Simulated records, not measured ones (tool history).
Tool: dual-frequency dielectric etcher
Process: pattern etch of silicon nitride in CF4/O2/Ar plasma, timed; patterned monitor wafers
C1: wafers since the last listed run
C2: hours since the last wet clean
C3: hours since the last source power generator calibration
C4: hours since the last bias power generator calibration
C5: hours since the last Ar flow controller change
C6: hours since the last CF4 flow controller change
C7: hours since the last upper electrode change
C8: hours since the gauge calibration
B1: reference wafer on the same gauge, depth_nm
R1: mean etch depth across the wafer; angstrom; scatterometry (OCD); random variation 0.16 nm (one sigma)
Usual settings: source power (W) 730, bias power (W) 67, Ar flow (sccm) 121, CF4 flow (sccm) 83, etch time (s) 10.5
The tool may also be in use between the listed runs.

{"run": 1, "hour": 0.0, "source power (W)": 730, "bias power (W)": 67, "Ar flow (sccm)": 121, "CF4 flow (sccm)": 83, "etch time (s)": 10.5, "C1": 0, "C2": 135.1, "C3": 1110.5, "C4": 2874.7, "C5": 5346.9, "C6": 2980.3, "C7": 4958.6, "C8": 636.8, "B1": 29.15, "R1": 284.2}
{"run": 2, "hour": 40.0, "source power (W)": 730, "bias power (W)": 67, "Ar flow (sccm)": 121, "CF4 flow (sccm)": 83, "etch time (s)": 10.5, "C1": 446, "C2": 175.1, "C3": 1150.5, "C4": 2914.7, "C5": 5386.9, "C6": 3020.3, "C7": 4998.6, "C8": 676.8, "B1": 29.17, "R1": 284.4}
{"hour": 319.2, "done": "wet clean of the chamber"}
{"run": 3, "hour": 319.7, "source power (W)": 730, "bias power (W)": 67, "Ar flow (sccm)": 121, "CF4 flow (sccm)": 83, "etch time (s)": 10.5, "C1": 2854, "C2": 0.5, "C3": 1430.2, "C4": 3194.4, "C5": 5666.6, "C6": 3300, "C7": 5278.3, "C8": 956.5, "B1": 29.16, "R1": 285.4}
{"run": 4, "hour": 380.3, "source power (W)": 730, "bias power (W)": 67, "Ar flow (sccm)": 121, "CF4 flow (sccm)": 83, "etch time (s)": 10.5, "C1": 676, "C2": 61.1, "C3": 1490.8, "C4": 3255, "C5": 5727.2, "C6": 3360.6, "C7": 5338.9, "C8": 1017.1, "B1": 29.01, "R1": 285.1}
{"run": 5, "hour": 468.8, "source power (W)": 730, "bias power (W)": 67, "Ar flow (sccm)": 121, "CF4 flow (sccm)": 83, "etch time (s)": 10.5, "C1": 988, "C2": 149.6, "C3": 1579.3, "C4": 3343.5, "C5": 5815.7, "C6": 3449.1, "C7": 5427.4, "C8": 1105.6, "B1": 29.13, "R1": 279.6}
{"run": 6, "hour": 508.6, "source power (W)": 730, "bias power (W)": 67, "Ar flow (sccm)": 98, "CF4 flow (sccm)": 72, "etch time (s)": 10.5, "C1": 444, "C2": 189.4, "C3": 1619.1, "C4": 3383.3, "C5": 5855.5, "C6": 3488.9, "C7": 5467.2, "C8": 1145.4, "B1": 29, "R1": 279.5}
{"run": 7, "hour": 583.3, "source power (W)": 730, "bias power (W)": 67, "Ar flow (sccm)": 143, "CF4 flow (sccm)": 89, "etch time (s)": 10.5, "C1": 833, "C2": 264.1, "C3": 1693.8, "C4": 3458, "C5": 5930.2, "C6": 3563.6, "C7": 5541.9, "C8": 1220.1, "B1": 29.03, "R1": 276.2}
{"hour": 615.7, "done": "upper electrode replaced"}
{"run": 8, "hour": 638.8, "source power (W)": 730, "bias power (W)": 67, "Ar flow (sccm)": 143, "CF4 flow (sccm)": 89, "etch time (s)": 10.5, "C1": 351, "C2": 319.6, "C3": 1749.3, "C4": 3513.5, "C5": 5985.7, "C6": 3619.1, "C7": 23.1, "C8": 1275.6, "B1": 29.14, "R1": 273.6}
{"hour": 714.1, "done": "wet clean of the chamber"}
{"run": 9, "hour": 714.6, "source power (W)": 730, "bias power (W)": 63, "Ar flow (sccm)": 121, "CF4 flow (sccm)": 83, "etch time (s)": 10.5, "C1": 578, "C2": 0.5, "C3": 1825.1, "C4": 3589.3, "C5": 6061.5, "C6": 3694.9, "C7": 98.9, "C8": 1351.4, "B1": 29.1, "R1": 280.5}
{"hour": 747.0, "done": "Ar flow controller replaced"}
{"run": 10, "hour": 792.4, "source power (W)": 730, "bias power (W)": 61, "Ar flow (sccm)": 135, "CF4 flow (sccm)": 83, "etch time (s)": 10.5, "C1": 801, "C2": 78.3, "C3": 1902.9, "C4": 3667.1, "C5": 45.4, "C6": 3772.7, "C7": 176.7, "C8": 1429.2, "B1": 29.09, "R1": 270.5}
{"run": 11, "hour": 832.6, "source power (W)": 620, "bias power (W)": 67, "Ar flow (sccm)": 121, "CF4 flow (sccm)": 83, "etch time (s)": 13.5, "C1": 448, "C2": 118.5, "C3": 1943.1, "C4": 3707.3, "C5": 85.6, "C6": 3812.9, "C7": 216.9, "C8": 1469.4, "B1": 29.06, "R1": 312.9}
{"hour": 1008.9, "done": "source power generator calibrated"}
{"hour": 1148.4, "done": "wet clean of the chamber"}
{"run": 12, "hour": 1148.9, "source power (W)": 850, "bias power (W)": 84, "Ar flow (sccm)": 150, "CF4 flow (sccm)": 63, "etch time (s)": 10.5, "C1": 3218, "C2": 0.5, "C3": 140, "C4": 4023.6, "C5": 401.9, "C6": 4129.2, "C7": 533.2, "C8": 1785.7, "B1": 29.17, "R1": 344}
{"run": 13, "hour": 1188.7, "source power (W)": 870, "bias power (W)": 67, "Ar flow (sccm)": 93, "CF4 flow (sccm)": 83, "etch time (s)": 11.5, "C1": 444, "C2": 40.3, "C3": 179.8, "C4": 4063.4, "C5": 441.7, "C6": 4169, "C7": 573, "C8": 1825.5, "B1": 29.19, "R1": 376.9}
{"run": 14, "hour": 1230.8, "source power (W)": 730, "bias power (W)": 67, "Ar flow (sccm)": 145, "CF4 flow (sccm)": 83, "etch time (s)": 10.5, "C1": 470, "C2": 82.4, "C3": 221.9, "C4": 4105.5, "C5": 483.8, "C6": 4211.1, "C7": 615.1, "C8": 1867.6, "B1": 29.13, "R1": 278.5}
{"hour": 1345.2, "done": "bias power generator calibrated"}
{"hour": 1367.9, "done": "CF4 flow controller replaced"}
{"hour": 1453.5, "done": "gauge calibrated"}
{"run": 15, "hour": 1481.2, "source power (W)": 830, "bias power (W)": 67, "Ar flow (sccm)": 121, "CF4 flow (sccm)": 100, "etch time (s)": 10.5, "C1": 2683, "C2": 332.8, "C3": 472.3, "C4": 136, "C5": 734.2, "C6": 113.3, "C7": 865.5, "C8": 27.7, "B1": 29.18, "R1": 318.8}
{"hour": 1544.3, "done": "wet clean of the chamber"}
{"run": 16, "hour": 1579.1, "source power (W)": 730, "bias power (W)": 67, "Ar flow (sccm)": 121, "CF4 flow (sccm)": 83, "etch time (s)": 10.5, "C1": 825, "C2": 34.8, "C3": 570.2, "C4": 233.9, "C5": 832.1, "C6": 211.2, "C7": 963.4, "C8": 125.6, "B1": 29.05, "R1": 287.7}
{"run": 17, "hour": 1621.8, "source power (W)": 730, "bias power (W)": 67, "Ar flow (sccm)": 121, "CF4 flow (sccm)": 83, "etch time (s)": 10.5, "C1": 476, "C2": 77.5, "C3": 612.9, "C4": 276.6, "C5": 874.8, "C6": 253.9, "C7": 1006.1, "C8": 168.3, "B1": 29.09, "R1": 286.5}
{"run": 18, "hour": 1696.8, "source power (W)": 730, "bias power (W)": 67, "Ar flow (sccm)": 121, "CF4 flow (sccm)": 83, "etch time (s)": 10.5, "C1": 837, "C2": 152.5, "C3": 687.9, "C4": 351.6, "C5": 949.8, "C6": 328.9, "C7": 1081.1, "C8": 243.3, "B1": 29.11, "R1": 282}
{"run": 19, "hour": 1768.4, "source power (W)": 560, "bias power (W)": 74, "Ar flow (sccm)": 121, "CF4 flow (sccm)": 89, "etch time (s)": 10.5, "C1": 799, "C2": 224.1, "C3": 759.5, "C4": 423.2, "C5": 1021.4, "C6": 400.5, "C7": 1152.7, "C8": 314.9, "B1": 29.15, "R1": 231.3}
{"run": 20, "hour": 1844.2, "source power (W)": 880, "bias power (W)": 59, "Ar flow (sccm)": 121, "CF4 flow (sccm)": 75, "etch time (s)": 13, "C1": 846, "C2": 299.9, "C3": 835.3, "C4": 499, "C5": 1097.2, "C6": 476.3, "C7": 1228.5, "C8": 390.7, "B1": 29.15, "R1": 376.3}
{"run": 21, "hour": 1901.8, "source power (W)": 580, "bias power (W)": 67, "Ar flow (sccm)": 121, "CF4 flow (sccm)": 83, "etch time (s)": 10.5, "C1": 643, "C2": 357.5, "C3": 892.9, "C4": 556.6, "C5": 1154.8, "C6": 533.9, "C7": 1286.1, "C8": 448.3, "B1": 29.04, "R1": 221.4}
{"run": 22, "hour": 1939.6, "source power (W)": 730, "bias power (W)": 67, "Ar flow (sccm)": 121, "CF4 flow (sccm)": 83, "etch time (s)": 8.5, "C1": 422, "C2": 395.3, "C3": 930.7, "C4": 594.4, "C5": 1192.6, "C6": 571.7, "C7": 1323.9, "C8": 486.1, "B1": 29.2, "R1": 221.8}

Forecast each of these 3 alternatives for the next run:
{"run": "A", "hour": 1940.0, "source power (W)": 730, "bias power (W)": 72, "Ar flow (sccm)": 121, "CF4 flow (sccm)": 83, "etch time (s)": 10.5, "C1": 4, "C2": 395.7, "C3": 931.1, "C4": 594.8, "C5": 1193, "C6": 572.1, "C7": 1324.3, "C8": 486.5, "B1": "?", "R1": "?"}
{"run": "B", "hour": 1940.0, "source power (W)": 730, "bias power (W)": 53, "Ar flow (sccm)": 95, "CF4 flow (sccm)": 83, "etch time (s)": 10.5, "C1": 4, "C2": 395.7, "C3": 931.1, "C4": 594.8, "C5": 1193, "C6": 572.1, "C7": 1324.3, "C8": 486.5, "B1": "?", "R1": "?"}
{"run": "C", "hour": 1940.0, "source power (W)": 730, "bias power (W)": 67, "Ar flow (sccm)": 121, "CF4 flow (sccm)": 83, "etch time (s)": 11.5, "C1": 4, "C2": 395.7, "C3": 931.1, "C4": 594.8, "C5": 1193, "C6": 572.1, "C7": 1324.3, "C8": 486.5, "B1": "?", "R1": "?"}

run=A B1=29.11 R1=285.4
run=B B1=29.11 R1=249.8
run=C B1=29.11 R1=301.2
Without the tool's hidden state the same runs would have given:
run=A R1=298.3
run=B R1=261
run=C R1=314.7
